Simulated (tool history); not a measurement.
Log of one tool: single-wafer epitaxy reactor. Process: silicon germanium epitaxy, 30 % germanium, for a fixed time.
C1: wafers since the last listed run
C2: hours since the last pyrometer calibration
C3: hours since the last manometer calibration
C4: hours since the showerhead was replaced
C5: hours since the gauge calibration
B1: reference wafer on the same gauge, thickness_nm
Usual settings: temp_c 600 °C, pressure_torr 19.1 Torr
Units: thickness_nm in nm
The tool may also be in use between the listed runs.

run 1 day=0.000 | temp_c=600 pressure_torr=16.4 | C1=0 C2=377.3 C3=727.3 C4=4703.6 C5=620.4 | B1=53.924 | thickness_nm=51.881
run 2 day=3.167 | temp_c=600 pressure_torr=16.4 | C1=1507 C2=453.3 C3=803.3 C4=4779.6 C5=696.4 | B1=53.851 | thickness_nm=51.733
run 3 day=5.388 | temp_c=600 pressure_torr=16.4 | C1=1057 C2=506.6 C3=856.6 C4=4832.9 C5=749.7 | B1=53.868 | thickness_nm=51.994
run 4 day=7.204 | temp_c=600 pressure_torr=19.1 | C1=864 C2=550.2 C3=900.2 C4=4876.5 C5=793.3 | B1=53.978 | thickness_nm=56.300
run 5 day=9.933 | temp_c=600 pressure_torr=19.1 | C1=1299 C2=615.7 C3=965.7 C4=4942.0 C5=858.8 | B1=54.052 | thickness_nm=56.541
run 6 day=14.250 | temp_c=600 pressure_torr=19.1 | C1=2054 C2=719.3 C3=1069.3 C4=5045.6 C5=962.4 | B1=54.011 | thickness_nm=56.563
run 7 day=18.675 | temp_c=595 pressure_torr=19.1 | C1=2106 C2=825.5 C3=1175.5 C4=5151.8 C5=1068.6 | B1=54.057 | thickness_nm=51.033
run 8 day=21.646 | temp_c=595 pressure_torr=19.1 | C1=1414 C2=896.8 C3=1246.8 C4=5223.1 C5=1139.9 | B1=54.057 | thickness_nm=50.933
run 9 day=23.375 | temp_c=595 pressure_torr=19.1 | C1=823 C2=938.3 C3=1288.3 C4=5264.6 C5=1181.4 | B1=54.062 | thickness_nm=51.179
run 10 day=27.617 | temp_c=600 pressure_torr=19.1 | C1=2019 C2=1040.1 C3=1390.1 C4=5366.4 C5=1283.2 | B1=54.084 | thickness_nm=56.575
run 11 day=30.671 | temp_c=600 pressure_torr=19.1 | C1=1453 C2=1113.4 C3=1463.4 C4=5439.7 C5=1356.5 | B1=54.143 | thickness_nm=57.079
run 12 day=32.238 | temp_c=600 pressure_torr=19.1 | C1=745 C2=1151.0 C3=1501.0 C4=5477.3 C5=1394.1 | B1=54.178 | thickness_nm=56.787
run 13 day=35.054 | temp_c=600 pressure_torr=19.1 | C1=1340 C2=1218.6 C3=1568.6 C4=5544.9 C5=1461.7 | B1=54.123 | thickness_nm=56.754
run 14 day=38.971 | temp_c=600 pressure_torr=15.2 | C1=1864 C2=1312.6 C3=1662.6 C4=5638.9 C5=1555.7 | B1=54.114 | thickness_nm=49.933
run 15 day=40.888 | temp_c=606 pressure_torr=21.9 | C1=912 C2=1358.6 C3=1708.6 C4=5684.9 C5=1601.7 | B1=54.148 | thickness_nm=68.470
-- day=41.242 pyrometer calibrated
run 16 day=43.067 | temp_c=607 pressure_torr=22.6 | C1=878 C2=43.8 C3=1760.9 C4=5737.2 C5=1654.0 | B1=54.145 | thickness_nm=71.412
-- day=46.017 capacitance manometer re-zeroed and calibrated
run 17 day=46.429 | temp_c=608 pressure_torr=16.2 | C1=1441 C2=124.5 C3=9.9 C4=5817.9 C5=1734.7 | B1=54.168 | thickness_nm=61.008
run 18 day=49.354 | temp_c=590 pressure_torr=19.1 | C1=1392 C2=194.7 C3=80.1 C4=5888.1 C5=1804.9 | B1=54.174 | thickness_nm=46.167
-- day=49.896 showerhead replaced
-- day=52.317 gauge calibrated
run 19 day=53.512 | temp_c=600 pressure_torr=19.1 | C1=1820 C2=294.5 C3=179.9 C4=86.8 C5=28.7 | B1=53.074 | thickness_nm=55.646
run 20 day=55.629 | temp_c=609 pressure_torr=23.7 | C1=1007 C2=345.3 C3=230.7 C4=137.6 C5=79.5 | B1=53.122 | thickness_nm=74.602
run 21 day=57.396 | temp_c=600 pressure_torr=19.1 | C1=840 C2=387.7 C3=273.1 C4=180.0 C5=121.9 | B1=53.238 | thickness_nm=55.984
run 22 day=59.238 | temp_c=600 pressure_torr=19.1 | C1=876 C2=431.9 C3=317.3 C4=224.2 C5=166.1 | B1=53.277 | thickness_nm=56.195
run 23 day=62.683 | temp_c=605 pressure_torr=23.4 | C1=1640 C2=514.6 C3=400.0 C4=306.9 C5=248.8 | B1=53.327 | thickness_nm=68.418
run 24 day=64.971 | temp_c=613 pressure_torr=19.1 | C1=1088 C2=569.5 C3=454.9 C4=361.8 C5=303.7 | B1=53.413 | thickness_nm=72.169
run 25 day=69.412 | temp_c=600 pressure_torr=19.1 | C1=2114 C2=676.1 C3=561.5 C4=468.4 C5=410.3 | B1=53.554 | thickness_nm=55.861

Some steps in thickness_nm between neighbouring runs. How much of each would the tool show without its hidden state too (settings, what came in, random variation), and how much is left for the hidden state, with any gauge scatter that isn't in both results?
The hidden state here: wafer temperature above the value expected at the setpoint (K); true pressure above the setpoint (%); gauge reads high (%).
Run 14 -> 15: temp_c 600 -> 606, pressure_torr 15.2 -> 21.9. thickness_nm +18.537 nm: hidden state +0.327, all else +18.210.
Run 18 -> 19: temp_c 590 -> 600, showerhead replaced, gauge calibrated. thickness_nm +9.479 nm: hidden state -0.942, all else +10.421.
Run 19 -> 20: temp_c 600 -> 609, pressure_torr 19.1 -> 23.7. thickness_nm +18.956 nm: hidden state +0.058, all else +18.898.
Run 20 -> 21: temp_c 609 -> 600, pressure_torr 23.7 -> 19.1. thickness_nm -18.618 nm: hidden state +0.075, all else -18.693.
